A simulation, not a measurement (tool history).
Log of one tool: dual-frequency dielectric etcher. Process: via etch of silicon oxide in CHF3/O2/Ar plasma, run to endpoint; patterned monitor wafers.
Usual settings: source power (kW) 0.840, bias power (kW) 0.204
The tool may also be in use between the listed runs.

run	hour	source power (kW)	bias power (kW)	incoming incoming film thickness, nm	endpoint time (s)
1	0.0	0.840	0.204	604.8	263.9
# hour 29.3: wet clean of the chamber
2	68.3	0.840	0.204	606.2	253.2
3	113.5	0.840	0.204	609.1	255.9
4	140.1	0.840	0.204	609.0	256.5
5	201.9	0.840	0.204	611.2	258.3
6	256.5	0.840	0.204	607.4	258.3
7	291.2	0.980	0.204	608.3	239.2
8	360.8	0.980	0.204	609.4	240.6
9	386.6	0.840	0.243	605.7	251.3
# hour 438.8: wet clean of the chamber
10	439.3	0.840	0.243	601.3	245.3
11	459.4	0.840	0.204	603.9	255.4
# hour 501.8: upper electrode replaced
12	502.3	0.780	0.217	606.2	264.3
# hour 512.4: bias power generator calibrated
13	627.7	0.660	0.176	610.3	308.5
14	673.6	0.950	0.164	607.6	256.0
# hour 743.3: source power generator calibrated
15	745.0	0.740	0.204	603.3	279.2
# hour 807.8: wet clean of the chamber
16	808.3	0.840	0.204	606.1	253.3
17	861.5	0.960	0.204	603.6	237.3
18	915.3	0.720	0.185	605.0	281.7
19	964.0	1.040	0.252	613.0	224.2
20	988.0	0.840	0.239	607.3	250.7
21	1028.6	0.660	0.176	605.6	303.5
22	1057.2	0.840	0.204	598.9	254.6

The next listed run, before its measurement:
23	1088.9	0.970	0.204	606.1	?

{"run 23": {"endpoint time (s)": 240.7}}
Without the tool's hidden state the same run would have given endpoint time (s) 235.4.
